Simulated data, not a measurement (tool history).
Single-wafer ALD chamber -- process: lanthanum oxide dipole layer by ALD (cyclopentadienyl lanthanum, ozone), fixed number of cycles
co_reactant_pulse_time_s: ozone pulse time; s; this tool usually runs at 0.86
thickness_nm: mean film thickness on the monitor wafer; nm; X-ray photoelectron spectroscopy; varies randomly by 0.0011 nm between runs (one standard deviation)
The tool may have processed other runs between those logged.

run,day,co_reactant_pulse_time_s,wafers since the last listed run,hours since the last thermocouple change,hours since the last ozone generator service,hours since the showerhead was replaced,hours since the gauge calibration,"read-back reference wafer on the same gauge, thickness_nm",thickness_nm
1,0,0.86,0,2253.5,1041.9,5686.8,831.4,0.419,0.437
# day 2.117: ozone generator serviced
2,4.188,0.86,1315,2354,49.7,5787.3,931.9,0.419,0.451
3,7.142,0.86,1008,2424.9,120.6,5858.2,1002.8,0.419,0.448
4,10.604,0.96,1182,2508,203.7,5941.3,1085.9,0.419,0.46
5,12.862,0.96,770,2562.2,257.9,5995.5,1140.1,0.419,0.456
6,16.858,0.86,1364,2658.1,353.8,6091.4,1236,0.419,0.444
7,21.088,0.86,1443,2759.6,455.3,6192.9,1337.5,0.419,0.444
8,23.217,0.86,726,2810.7,506.4,6244,1388.6,0.419,0.44
# day 24.929: showerhead replaced
# day 25.925: thermocouple changed; heater temperature recalibrated
9,26.75,0.86,978,19.8,591.2,43.7,1473.4,0.419,0.44
10,29.75,0.86,1024,91.8,663.2,115.7,1545.4,0.419,0.437
11,32.146,1.05,817,149.3,720.7,173.2,1602.9,0.419,0.462

The next listed run, before its measurement:
12,35.271,0.69,1066,224.3,795.7,248.2,1677.9,?,?

Run 12 produced read-back reference wafer on the same gauge, thickness_nm 0.419, thickness_nm 0.414 nm.
With the hidden condition absent and the run-to-run variation left alone, this run would have shown thickness_nm 0.43 nm.
